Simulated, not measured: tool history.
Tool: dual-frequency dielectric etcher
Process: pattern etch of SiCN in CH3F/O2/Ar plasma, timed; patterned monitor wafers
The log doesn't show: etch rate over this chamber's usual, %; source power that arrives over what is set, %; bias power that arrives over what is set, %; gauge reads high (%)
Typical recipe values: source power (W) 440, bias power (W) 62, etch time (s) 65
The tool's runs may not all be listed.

run     day  source power (W)  bias power (W)  etch time (s)  wafers since the last listed run  hours since the last wet clean  hours since the last source power generator calibration  hours since the last bias power generator calibration  hours since the last upper electrode change  hours since the gauge calibration  read-back reference wafer on the same gauge, depth_nm  mean etch depth across the wafer (Å)
  1       0               440              62             65                                 0                           494.8                                                   4181.2                                                 1259.9                                       2210.5                              616.9                                                  26.15                                 243.5
  2   0.417               440              70             65                                88                           504.8                                                   4191.2                                                 1269.9                                       2220.5                              626.9                                                  26.09                                 254.6
      1.633  -- wet clean of the chamber
  3   1.654               440              70             65                                50                             0.5                                                   4220.9                                                 1299.6                                       2250.2                              656.6                                                   26.1                                   243
  4   1.667               440              70             65                                 2                             0.8                                                   4221.2                                                 1299.9                                       2250.5                              656.9                                                  26.12                                 243.8
  5   1.804               440              62             65                                29                             4.1                                                   4224.5                                                 1303.2                                       2253.8                              660.2                                                  26.09                                 231.7
      2.342  -- gauge calibrated
  6   2.483               440              62             65                               144                            20.4                                                   4240.8                                                 1319.5                                       2270.1                                3.4                                                  26.09                                   234
  7   3.046               440              62             65                               120                            33.9                                                   4254.3                                                   1333                                       2283.6                               16.9                                                  26.07                                 233.4
  8   3.675               410              57             52                               134                              49                                                   4269.4                                                 1348.1                                       2298.7                                 32                                                  26.06                                 177.9
  9   4.379               440              62             65                               150                            65.9                                                   4286.3                                                   1365                                       2315.6                               48.9                                                   26.1                                 235.7
      4.692  -- source power generator calibrated
 10   5.121               440              62             58                               122                            83.7                                                     10.3                                                 1382.8                                       2333.4                               66.7                                                  26.11                                 208.7
 11   5.592               440              70           70.5                               100                              95                                                     21.6                                                 1394.1                                       2344.7                                 78                                                  26.08                                 266.6
 12    5.95               390              76             73                                76                           103.6                                                     30.2                                                 1402.7                                       2353.3                               86.6                                                   26.1                                 274.8
 13   6.512               440              62             65                               120                           117.1                                                     43.7                                                 1416.2                                       2366.8                              100.1                                                  26.08                                 234.4
 14   6.975               440              78             65                                98                           128.2                                                     54.8                                                 1427.3                                       2377.9                              111.2                                                  26.09                                 256.5
 15   7.238               340              66           75.5                                56                           134.5                                                     61.1                                                 1433.6                                       2384.2                              117.5                                                  26.08                                 264.1
 16   7.533               440              62           75.5                                63                           141.6                                                     68.2                                                 1440.7                                       2391.3                              124.6                                                  26.14                                 274.7
 17   7.808               440              62             65                                58                           148.2                                                     74.8                                                 1447.3                                       2397.9                              131.2                                                  26.04                                 237.4
 18   8.329               440              62             65                               111                           160.7                                                     87.3                                                 1459.8                                       2410.4                              143.7                                                  26.14                                 235.3
 19    8.85               480              49           77.5                               111                           173.2                                                     99.8                                                 1472.3                                       2422.9                              156.2                                                  26.12                                 263.1
 20   9.404               440              52             65                               118                           186.5                                                    113.1                                                 1485.6                                       2436.2                              169.5                                                  26.07                                 221.5
     10.508  -- bias power generator calibrated
     10.567  -- upper electrode replaced
 21  10.588               510              58           47.5                               204                           214.9                                                    141.5                                                    1.9                                          0.5                              197.9                                                  26.08                                 175.2
 22  10.604               440              62             65                                 3                           215.3                                                    141.9                                                    2.3                                          0.9                              198.3                                                  26.14                                 236.8
 23  10.962               540              67           71.5                                76                           223.9                                                    150.5                                                   10.9                                          9.5                              206.9                                                  26.08                                 282.8
 24  11.288               440              75           54.5                                69                           231.7                                                    158.3                                                   18.7                                         17.3                              214.7                                                  26.12                                 213.3
 25  11.754               440              62             65                                99                           242.9                                                    169.5                                                   29.9                                         28.5                              225.9                                                  26.13                                 236.8
 26  13.721               350              55           81.5                               419                           290.1                                                    216.7                                                   77.1                                         75.7                              273.1                                                  26.11                                 269.9
 27  14.421               480              48           58.5                               149                           306.9                                                    233.5                                                   93.9                                         92.5                              289.9                                                  26.12                                 199.9
 28  15.075               440              62             65                               139                           322.6                                                    249.2                                                  109.6                                        108.2                              305.6                                                  26.06                                 239.1
 29  15.742               440              62             74                               142                           338.6                                                    265.2                                                  125.6                                        124.2                              321.6                                                  26.09                                 269.4

The logged runs with the hidden state left out (each run's random variation unchanged):
run  mean etch depth across the wafer (Å)
  1                                 234.3
  2                                 244.8
  3                                 243.6
  4                                 244.5
  5                                 232.3
  6                                 234.3
  7                                 233.5
  8                                 177.8
  9                                 235.2
 10                                 208.1
 11                                 265.6
 12                                 273.6
 13                                 233.1
 14                                 254.9
 15                                 262.4
 16                                 272.8
 17                                 235.6
 18                                 233.4
 19                                 260.7
 20                                 219.2
 21                                 173.1
 22                                 233.9
 23                                 279.2
 24                                 210.5
 25                                 233.5
 26                                 265.3
 27                                 196.2
 28                                 234.5
 29                                   264
